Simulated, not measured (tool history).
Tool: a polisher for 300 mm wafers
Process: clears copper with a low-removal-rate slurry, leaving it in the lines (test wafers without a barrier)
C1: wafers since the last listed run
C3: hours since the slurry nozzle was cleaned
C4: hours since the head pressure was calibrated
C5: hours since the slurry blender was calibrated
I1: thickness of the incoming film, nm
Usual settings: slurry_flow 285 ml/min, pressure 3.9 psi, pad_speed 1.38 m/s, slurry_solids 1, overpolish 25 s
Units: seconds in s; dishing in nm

{"run": 1, "hour": 0.0, "slurry_flow": 285, "pressure": 3.9, "pad_speed": 1.38, "slurry_solids": 1, "overpolish": 31, "C1": 0, "wafers polished on this pad": 386, "C3": 406.8, "C4": 655.5, "C5": 292.5, "I1": 679.6, "seconds": 155.3, "dishing": 67.4}
{"run": 2, "hour": 11.1, "slurry_flow": 285, "pressure": 3.9, "pad_speed": 1.38, "slurry_solids": 1, "overpolish": 31, "C1": 90, "wafers polished on this pad": 476, "C3": 417.9, "C4": 666.6, "C5": 303.6, "I1": 670.4, "seconds": 156.4, "dishing": 67.3}
{"run": 3, "hour": 28.1, "slurry_flow": 285, "pressure": 3.9, "pad_speed": 1.38, "slurry_solids": 1, "overpolish": 31, "C1": 138, "wafers polished on this pad": 615, "C3": 434.9, "C4": 683.6, "C5": 320.6, "I1": 678.3, "seconds": 157.3, "dishing": 65.4}
{"run": 4, "hour": 45.0, "slurry_flow": 285, "pressure": 3.9, "pad_speed": 1.38, "slurry_solids": 1, "overpolish": 25, "C1": 137, "wafers polished on this pad": 753, "C3": 451.8, "C4": 700.5, "C5": 337.5, "I1": 678.1, "seconds": 156.9, "dishing": 56.5}
{"run": 5, "hour": 59.2, "slurry_flow": 285, "pressure": 3.9, "pad_speed": 1.38, "slurry_solids": 1, "overpolish": 25, "C1": 115, "wafers polished on this pad": 869, "C3": 466, "C4": 714.7, "C5": 351.7, "I1": 689.2, "seconds": 160.9, "dishing": 55.4}
{"run": 6, "hour": 68.8, "slurry_flow": 285, "pressure": 3.9, "pad_speed": 1.38, "slurry_solids": 1, "overpolish": 25, "C1": 78, "wafers polished on this pad": 947, "C3": 475.6, "C4": 724.3, "C5": 361.3, "I1": 695.3, "seconds": 163.8, "dishing": 56.2}
{"hour": 76.1, "done": "slurry nozzle cleaned"}
{"hour": 76.8, "done": "head pressure recalibrated"}
{"run": 7, "hour": 77.5, "slurry_flow": 285, "pressure": 3.9, "pad_speed": 1.38, "slurry_solids": 1, "overpolish": 25, "C1": 56, "wafers polished on this pad": 1004, "C3": 1.4, "C4": 0.7, "C5": 370, "I1": 686.2, "seconds": 164, "dishing": 55.7}
{"run": 8, "hour": 94.1, "slurry_flow": 285, "pressure": 2.5, "pad_speed": 1.54, "slurry_solids": 1, "overpolish": 18, "C1": 135, "wafers polished on this pad": 1139, "C3": 18, "C4": 17.3, "C5": 386.6, "I1": 675.9, "seconds": 227.1, "dishing": 33.9}
{"hour": 103.6, "done": "worn pad replaced by a new one"}
{"run": 9, "hour": 129.6, "slurry_flow": 285, "pressure": 3.9, "pad_speed": 1.38, "slurry_solids": 0.85, "overpolish": 29, "C1": 257, "wafers polished on this pad": 212, "C3": 53.5, "C4": 52.8, "C5": 422.1, "I1": 684.9, "seconds": 162, "dishing": 61.9}
{"hour": 133.3, "done": "slurry blender recalibrated"}
{"run": 10, "hour": 144.8, "slurry_flow": 285, "pressure": 3.9, "pad_speed": 1.38, "slurry_solids": 0.9, "overpolish": 34, "C1": 107, "wafers polished on this pad": 320, "C3": 68.7, "C4": 68, "C5": 11.5, "I1": 681.4, "seconds": 157.5, "dishing": 69.2}
{"run": 11, "hour": 161.0, "slurry_flow": 240, "pressure": 3.9, "pad_speed": 1.38, "slurry_solids": 1, "overpolish": 31, "C1": 132, "wafers polished on this pad": 452, "C3": 84.9, "C4": 84.2, "C5": 27.7, "I1": 678.9, "seconds": 158.6, "dishing": 64.9}
{"run": 12, "hour": 169.3, "slurry_flow": 245, "pressure": 4.6, "pad_speed": 1.68, "slurry_solids": 1, "overpolish": 32, "C1": 67, "wafers polished on this pad": 520, "C3": 93.2, "C4": 92.5, "C5": 36, "I1": 683.2, "seconds": 113.7, "dishing": 78.3}
{"run": 13, "hour": 175.6, "slurry_flow": 345, "pressure": 3.9, "pad_speed": 1.38, "slurry_solids": 0.75, "overpolish": 36, "C1": 51, "wafers polished on this pad": 571, "C3": 99.5, "C4": 98.8, "C5": 42.3, "I1": 688.1, "seconds": 166.9, "dishing": 69.6}
{"run": 14, "hour": 188.2, "slurry_flow": 345, "pressure": 3.9, "pad_speed": 1.38, "slurry_solids": 0.75, "overpolish": 36, "C1": 102, "wafers polished on this pad": 674, "C3": 112.1, "C4": 111.4, "C5": 54.9, "I1": 684.1, "seconds": 167.9, "dishing": 68.8}

What the log doesn't show, run by run:
slurry flow missing at the pad, %: 0 in every run
deviation of the head's pressure from its setpoint, %: 0 in every run
abrasive missing from the slurry, %: 0 in every run
H1: removal rate lost through wear of the pad, %
run=1 H1=2.53
run=2 H1=3.04
run=3 H1=3.82
run=4 H1=4.6
run=5 H1=5.26
run=6 H1=5.7
run=7 H1=6.1
run=8 H1=6.86
run=9 H1=1.68
run=10 H1=2.38
run=11 H1=3.13
run=12 H1=3.51
run=13 H1=3.8
run=14 H1=4.38
